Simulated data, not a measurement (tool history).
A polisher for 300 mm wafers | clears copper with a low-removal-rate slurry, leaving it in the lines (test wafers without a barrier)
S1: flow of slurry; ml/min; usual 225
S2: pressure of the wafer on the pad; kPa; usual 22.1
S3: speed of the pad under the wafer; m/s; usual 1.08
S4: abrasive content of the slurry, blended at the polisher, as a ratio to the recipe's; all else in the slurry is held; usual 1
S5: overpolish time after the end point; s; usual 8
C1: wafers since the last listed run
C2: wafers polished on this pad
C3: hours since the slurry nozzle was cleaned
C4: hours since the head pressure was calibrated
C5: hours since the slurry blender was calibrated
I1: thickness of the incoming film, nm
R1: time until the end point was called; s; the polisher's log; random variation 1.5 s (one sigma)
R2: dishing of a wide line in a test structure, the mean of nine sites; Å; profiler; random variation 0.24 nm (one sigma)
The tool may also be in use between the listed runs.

{"run": 1, "hour": 0.0, "S1": 225, "S2": 22.1, "S3": 1.08, "S4": 1, "S5": 8, "C1": 0, "C2": 3154, "C3": 138.7, "C4": 381.4, "C5": 327.5, "I1": 388.5, "R1": 97.8, "R2": 152}
{"run": 2, "hour": 35.9, "S1": 200, "S2": 22.1, "S3": 1.08, "S4": 0.85, "S5": 8, "C1": 455, "C2": 3609, "C3": 174.6, "C4": 417.3, "C5": 363.4, "I1": 390.4, "R1": 100.2, "R2": 146}
{"run": 3, "hour": 81.7, "S1": 225, "S2": 22.1, "S3": 1.08, "S4": 1, "S5": 8, "C1": 580, "C2": 4189, "C3": 220.4, "C4": 463.1, "C5": 409.2, "I1": 397, "R1": 101.3, "R2": 154}
{"hour": 105.5, "done": "slurry blender recalibrated"}
{"run": 4, "hour": 151.5, "S1": 225, "S2": 22.1, "S3": 1.08, "S4": 1, "S5": 8, "C1": 859, "C2": 5049, "C3": 290.2, "C4": 532.9, "C5": 46, "I1": 389, "R1": 100, "R2": 152}
{"hour": 185.2, "done": "worn pad replaced by a new one"}
{"run": 5, "hour": 185.7, "S1": 225, "S2": 22.1, "S3": 1.08, "S4": 1, "S5": 8, "C1": 382, "C2": 6, "C3": 324.4, "C4": 567.1, "C5": 80.2, "I1": 387.9, "R1": 101.1, "R2": 149}
{"hour": 272.5, "done": "slurry nozzle cleaned"}
{"run": 6, "hour": 316.5, "S1": 225, "S2": 22.1, "S3": 1.08, "S4": 1, "S5": 8, "C1": 1645, "C2": 1652, "C3": 44, "C4": 697.9, "C5": 211, "I1": 387.6, "R1": 98.2, "R2": 154}
{"run": 7, "hour": 374.1, "S1": 225, "S2": 22.1, "S3": 1.08, "S4": 1, "S5": 8, "C1": 730, "C2": 2382, "C3": 101.6, "C4": 755.5, "C5": 268.6, "I1": 386.6, "R1": 97.4, "R2": 152}
{"hour": 449.2, "done": "slurry blender recalibrated"}
{"hour": 532.9, "done": "worn pad replaced by a new one"}
{"run": 8, "hour": 533.4, "S1": 225, "S2": 22.1, "S3": 1.08, "S4": 1, "S5": 8, "C1": 1943, "C2": 6, "C3": 260.9, "C4": 914.8, "C5": 84.2, "I1": 390.4, "R1": 101.4, "R2": 149}
{"run": 9, "hour": 589.1, "S1": 225, "S2": 22.1, "S3": 1.08, "S4": 1, "S5": 8, "C1": 706, "C2": 712, "C3": 316.6, "C4": 970.5, "C5": 139.9, "I1": 392.8, "R1": 102.7, "R2": 147}
{"run": 10, "hour": 617.8, "S1": 225, "S2": 22.1, "S3": 1.08, "S4": 0.75, "S5": 8, "C1": 363, "C2": 1075, "C3": 345.3, "C4": 999.2, "C5": 168.6, "I1": 392.4, "R1": 109.6, "R2": 138}
{"run": 11, "hour": 649.5, "S1": 225, "S2": 22.1, "S3": 1.08, "S4": 1.2, "S5": 8, "C1": 401, "C2": 1477, "C3": 377, "C4": 1030.9, "C5": 200.3, "I1": 390.5, "R1": 98.9, "R2": 146}
{"hour": 664.2, "done": "slurry nozzle cleaned"}
{"run": 12, "hour": 704.4, "S1": 225, "S2": 15.2, "S3": 1.22, "S4": 1, "S5": 4, "C1": 683, "C2": 2160, "C3": 40.2, "C4": 1085.8, "C5": 255.2, "I1": 390.6, "R1": 133, "R2": 69}
{"run": 13, "hour": 753.5, "S1": 145, "S2": 22.1, "S3": 0.92, "S4": 1, "S5": 8, "C1": 622, "C2": 2783, "C3": 89.3, "C4": 1134.9, "C5": 304.3, "I1": 386.7, "R1": 120.7, "R2": 129}
{"hour": 800.6, "done": "head pressure recalibrated"}
{"run": 14, "hour": 816.7, "S1": 225, "S2": 22.1, "S3": 1.08, "S4": 1, "S5": 8, "C1": 775, "C2": 3559, "C3": 152.5, "C4": 16.1, "C5": 367.5, "I1": 396.4, "R1": 90.8, "R2": 163}
{"run": 15, "hour": 861.0, "S1": 245, "S2": 17.9, "S3": 1.08, "S4": 1, "S5": 8, "C1": 561, "C2": 4120, "C3": 196.8, "C4": 60.4, "C5": 411.8, "I1": 388.8, "R1": 103.3, "R2": 140}
{"hour": 878.0, "done": "slurry blender recalibrated"}
{"run": 16, "hour": 928.6, "S1": 225, "S2": 22.1, "S3": 1.08, "S4": 0.9, "S5": 6, "C1": 831, "C2": 4952, "C3": 264.4, "C4": 128, "C5": 50.6, "I1": 388.4, "R1": 89.9, "R2": 128}
{"hour": 950.1, "done": "worn pad replaced by a new one"}
{"run": 17, "hour": 987.3, "S1": 225, "S2": 22.1, "S3": 1.08, "S4": 1, "S5": 6, "C1": 693, "C2": 471, "C3": 323.1, "C4": 186.7, "C5": 109.3, "I1": 383.4, "R1": 91.8, "R2": 129}
{"run": 18, "hour": 1046.9, "S1": 165, "S2": 22.1, "S3": 1.08, "S4": 1, "S5": 6, "C1": 755, "C2": 1227, "C3": 382.7, "C4": 246.3, "C5": 168.9, "I1": 394, "R1": 104, "R2": 118}
{"run": 19, "hour": 1100.1, "S1": 190, "S2": 22.1, "S3": 1.08, "S4": 1, "S5": 8, "C1": 674, "C2": 1901, "C3": 435.9, "C4": 299.5, "C5": 222.1, "I1": 389.6, "R1": 105.1, "R2": 145}
{"hour": 1137.3, "done": "slurry nozzle cleaned"}
{"run": 20, "hour": 1141.4, "S1": 225, "S2": 22.1, "S3": 1.08, "S4": 0.8, "S5": 8, "C1": 510, "C2": 2412, "C3": 4.1, "C4": 340.8, "C5": 263.4, "I1": 388.5, "R1": 97.9, "R2": 154}
{"hour": 1237.7, "done": "slurry blender recalibrated"}
{"run": 21, "hour": 1242.9, "S1": 225, "S2": 26.2, "S3": 1.08, "S4": 1, "S5": 8, "C1": 1261, "C2": 3673, "C3": 105.6, "C4": 442.3, "C5": 5.2, "I1": 396.1, "R1": 79.4, "R2": 178}
{"run": 22, "hour": 1281.9, "S1": 225, "S2": 22.1, "S3": 1.08, "S4": 1, "S5": 8, "C1": 494, "C2": 4167, "C3": 144.6, "C4": 481.3, "C5": 44.2, "I1": 392.7, "R1": 95.7, "R2": 157}
{"hour": 1294.4, "done": "worn pad replaced by a new one"}
{"run": 23, "hour": 1349.2, "S1": 225, "S2": 22.1, "S3": 1.08, "S4": 1.15, "S5": 8, "C1": 802, "C2": 694, "C3": 211.9, "C4": 548.6, "C5": 111.5, "I1": 392.5, "R1": 94, "R2": 159}
{"run": 24, "hour": 1378.3, "S1": 165, "S2": 22.1, "S3": 1.08, "S4": 0.75, "S5": 8, "C1": 368, "C2": 1063, "C3": 241, "C4": 577.7, "C5": 140.6, "I1": 389.1, "R1": 106.8, "R2": 140}
{"run": 25, "hour": 1422.5, "S1": 225, "S2": 22.1, "S3": 1.08, "S4": 1, "S5": 13, "C1": 560, "C2": 1623, "C3": 285.2, "C4": 621.9, "C5": 184.8, "I1": 385.3, "R1": 99.9, "R2": 208}
{"run": 26, "hour": 1464.3, "S1": 225, "S2": 16.5, "S3": 0.78, "S4": 1, "S5": 8, "C1": 529, "C2": 2153, "C3": 327, "C4": 663.7, "C5": 226.6, "I1": 391.8, "R1": 167.5, "R2": 104}
{"run": 27, "hour": 1520.1, "S1": 265, "S2": 22.1, "S3": 1.36, "S4": 1, "S5": 8, "C1": 707, "C2": 2860, "C3": 382.8, "C4": 719.5, "C5": 282.4, "I1": 393, "R1": 86.6, "R2": 169}

Forecast each of these 5 alternatives for the next run:
{"run": "A", "hour": 1520.6, "S1": 225, "S2": 15.2, "S3": 1.08, "S4": 1, "S5": 8, "C1": 6, "C2": 2866, "C3": 383.3, "C4": 720, "C5": 282.9, "I1": 394, "R1": "?", "R2": "?"}
{"run": "B", "hour": 1520.6, "S1": 225, "S2": 22.1, "S3": 0.86, "S4": 1, "S5": 8, "C1": 6, "C2": 2866, "C3": 383.3, "C4": 720, "C5": 282.9, "I1": 394, "R1": "?", "R2": "?"}
{"run": "C", "hour": 1520.6, "S1": 225, "S2": 19.3, "S3": 0.9, "S4": 1, "S5": 8, "C1": 6, "C2": 2866, "C3": 383.3, "C4": 720, "C5": 282.9, "I1": 394, "R1": "?", "R2": "?"}
{"run": "D", "hour": 1520.6, "S1": 225, "S2": 27.6, "S3": 1.08, "S4": 1, "S5": 8, "C1": 6, "C2": 2866, "C3": 383.3, "C4": 720, "C5": 282.9, "I1": 394, "R1": "?", "R2": "?"}
{"run": "E", "hour": 1520.6, "S1": 170, "S2": 22.1, "S3": 0.96, "S4": 1.1, "S5": 8, "C1": 6, "C2": 2866, "C3": 383.3, "C4": 720, "C5": 282.9, "I1": 394, "R1": "?", "R2": "?"}

run=A R1=147.6 R2=112
run=B R1=116.7 R2=135
run=C R1=129.9 R2=124
run=D R1=81.2 R2=176
run=E R1=114.5 R2=137
Without the tool's hidden state the same runs would have given:
run=A R1=124.6 R2=128
run=B R1=98.5 R2=153
run=C R1=109.6 R2=142
run=D R1=68.5 R2=196
run=E R1=94.3 R2=158
